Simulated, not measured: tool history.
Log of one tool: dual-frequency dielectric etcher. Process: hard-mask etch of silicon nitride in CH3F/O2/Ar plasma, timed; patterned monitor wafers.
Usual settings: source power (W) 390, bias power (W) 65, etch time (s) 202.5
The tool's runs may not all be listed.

| run | hour | source power (W) | bias power (W) | etch time (s) | read-back reference wafer on the same gauge, depth_nm | mean etch depth across the wafer (Å) |
|---|---|---|---|---|---|---|
| 1 | 0.0 | 430 | 65 | 202.5 | 117.3 | 1363 |
| 2 | 67.3 | 390 | 65 | 175.5 | 117.3 | 1155 |
| 3 | 158.1 | 390 | 65 | 175.5 | 118.0 | 1158 |
| 4 | 235.7 | 390 | 65 | 175.5 | 118.2 | 1153 |
|  | 358.9 | upper electrode replaced |
| 5 | 359.4 | 390 | 65 | 202.5 | 118.5 | 1350 |
|  | 401.3 | wet clean of the chamber |
| 6 | 436.0 | 390 | 65 | 202.5 | 119.0 | 1339 |
| 7 | 538.6 | 390 | 65 | 202.5 | 119.4 | 1361 |
| 8 | 585.5 | 390 | 65 | 202.5 | 119.8 | 1362 |
| 9 | 662.5 | 390 | 65 | 202.5 | 120.3 | 1357 |
| 10 | 735.3 | 390 | 65 | 202.5 | 120.6 | 1361 |
|  | 753.6 | source power generator calibrated |
| 11 | 829.5 | 390 | 65 | 202.5 | 121.4 | 1369 |
|  | 880.3 | gauge calibrated |
|  | 896.6 | wet clean of the chamber |
| 12 | 924.5 | 390 | 65 | 221.5 | 116.5 | 1448 |
| 13 | 971.3 | 330 | 72 | 202.5 | 117.0 | 1291 |
| 14 | 1031.9 | 340 | 76 | 248.5 | 116.6 | 1618 |
| 15 | 1108.9 | 390 | 65 | 202.5 | 116.8 | 1334 |
| 16 | 1188.0 | 360 | 50 | 202.5 | 116.8 | 1183 |
| 17 | 1263.0 | 390 | 53 | 202.5 | 117.1 | 1252 |
|  | 1336.6 | wet clean of the chamber |
| 18 | 1337.1 | 440 | 71 | 202.5 | 117.1 | 1416 |
| 19 | 1393.6 | 390 | 65 | 202.5 | 117.2 | 1337 |
|  | 1470.1 | bias power generator calibrated |
| 20 | 1493.7 | 420 | 51 | 179.0 | 117.9 | 1121 |
| 21 | 1580.9 | 470 | 65 | 202.5 | 118.0 | 1411 |
| 22 | 1642.7 | 390 | 75 | 202.5 | 118.3 | 1400 |
| 23 | 1704.7 | 310 | 81 | 202.5 | 118.4 | 1343 |
| 24 | 1769.1 | 390 | 65 | 202.5 | 118.7 | 1333 |
| 25 | 1842.6 | 390 | 51 | 202.5 | 119.1 | 1261 |
|  | 1890.7 | wet clean of the chamber |
| 26 | 1919.2 | 360 | 72 | 202.5 | 119.5 | 1363 |
| 27 | 1967.3 | 390 | 65 | 202.5 | 119.9 | 1357 |
| 28 | 2045.6 | 390 | 65 | 202.5 | 120.3 | 1364 |

Forecast each of these 5 alternatives for the next run:
| A | 2046.1 | 390 | 65 | 164.5 | ? | ? |
| B | 2046.1 | 330 | 56 | 165.0 | ? | ? |
| C | 2046.1 | 480 | 60 | 156.0 | ? | ? |
| D | 2046.1 | 390 | 65 | 245.5 | ? | ? |
| E | 2046.1 | 390 | 74 | 231.0 | ? | ? |

| run | read-back reference wafer on the same gauge, depth_nm | mean etch depth across the wafer (Å) |
|---|---|---|
| A | 120.2 | 1109 |
| B | 120.2 | 1004 |
| C | 120.2 | 1102 |
| D | 120.2 | 1656 |
| E | 120.2 | 1624 |
Without the tool's hidden state the same runs would have given:
| run | mean etch depth across the wafer (Å) |
|---|---|
| A | 1079 |
| B | 977 |
| C | 1072 |
| D | 1611 |
| E | 1580 |

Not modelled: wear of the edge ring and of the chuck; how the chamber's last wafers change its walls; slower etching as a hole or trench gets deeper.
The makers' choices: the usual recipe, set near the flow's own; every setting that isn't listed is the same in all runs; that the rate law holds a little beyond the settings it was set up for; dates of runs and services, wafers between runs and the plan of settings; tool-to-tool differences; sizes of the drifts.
